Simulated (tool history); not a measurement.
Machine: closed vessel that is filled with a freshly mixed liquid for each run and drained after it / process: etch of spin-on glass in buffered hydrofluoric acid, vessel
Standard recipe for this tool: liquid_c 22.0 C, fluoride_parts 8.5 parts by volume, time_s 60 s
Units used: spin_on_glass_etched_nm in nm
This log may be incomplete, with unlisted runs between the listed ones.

| run | day | liquid_c | fluoride_parts | time_s | read-back film thickness of the spin-on glass reference wafer, read on the same gauge (nm) | spin_on_glass_etched_nm |
|---|---|---|---|---|---|---|
| 1 | 0.000 | 22.0 | 9.5 | 80 | 150.00 | 214.64 |
| 2 | 0.542 | 22.0 | 8.5 | 60 | 149.99 | 177.69 |
| 3 | 0.933 | 22.0 | 8.5 | 60 | 150.01 | 177.07 |
|  | 1.321 | hydrofluoric acid flow meter replaced |
| 4 | 1.479 | 22.0 | 8.5 | 60 | 150.02 | 197.37 |
| 5 | 1.925 | 22.0 | 8.5 | 60 | 149.99 | 196.73 |
| 6 | 2.292 | 22.0 | 8.5 | 60 | 149.99 | 198.08 |
|  | 2.354 | thermometer replaced |
| 7 | 2.862 | 22.0 | 8.5 | 60 | 150.05 | 198.32 |
| 8 | 3.467 | 22.0 | 8.5 | 75 | 149.96 | 245.33 |
| 9 | 3.733 | 22.0 | 8.5 | 75 | 149.97 | 244.68 |
| 10 | 4.408 | 18.5 | 8.5 | 60 | 149.98 | 164.22 |
| 11 | 4.812 | 22.0 | 7.0 | 70 | 149.98 | 283.11 |
| 12 | 5.154 | 26.5 | 11.0 | 80 | 150.03 | 267.76 |
| 13 | 5.708 | 22.0 | 8.5 | 60 | 150.00 | 195.38 |
| 14 | 6.004 | 22.0 | 8.5 | 85 | 150.03 | 278.51 |
| 15 | 6.646 | 23.5 | 6.5 | 60 | 149.99 | 280.34 |
| 16 | 7.017 | 23.5 | 6.5 | 90 | 150.00 | 420.40 |
| 17 | 7.538 | 25.5 | 8.5 | 30 | 149.98 | 119.29 |
| 18 | 8.233 | 22.0 | 7.0 | 70 | 150.01 | 281.74 |
| 19 | 8.542 | 20.5 | 5.0 | 35 | 149.96 | 175.00 |
|  | 8.742 | gauge calibrated |
| 20 | 8.883 | 22.0 | 8.5 | 30 | 150.04 | 97.04 |
| 21 | 9.229 | 25.5 | 10.5 | 30 | 150.00 | 99.49 |
| 22 | 9.650 | 22.0 | 7.5 | 35 | 149.98 | 129.17 |
| 23 | 10.183 | 18.0 | 10.0 | 85 | 150.00 | 194.23 |
| 24 | 10.888 | 22.0 | 11.5 | 75 | 149.97 | 187.52 |
| 25 | 11.475 | 17.5 | 6.0 | 50 | 150.02 | 181.17 |
| 26 | 11.854 | 22.0 | 8.5 | 60 | 150.00 | 193.54 |

Run 27 is up next; what results do you expect?
| 27 | 12.212 | 22.0 | 10.5 | 60 | ? | ? |

read-back film thickness of the spin-on glass reference wafer, read on the same gauge (nm): 150.01
spin_on_glass_etched_nm: 163.34 nm
Without the tool's hidden state the same run would have given spin_on_glass_etched_nm 166.43 nm.
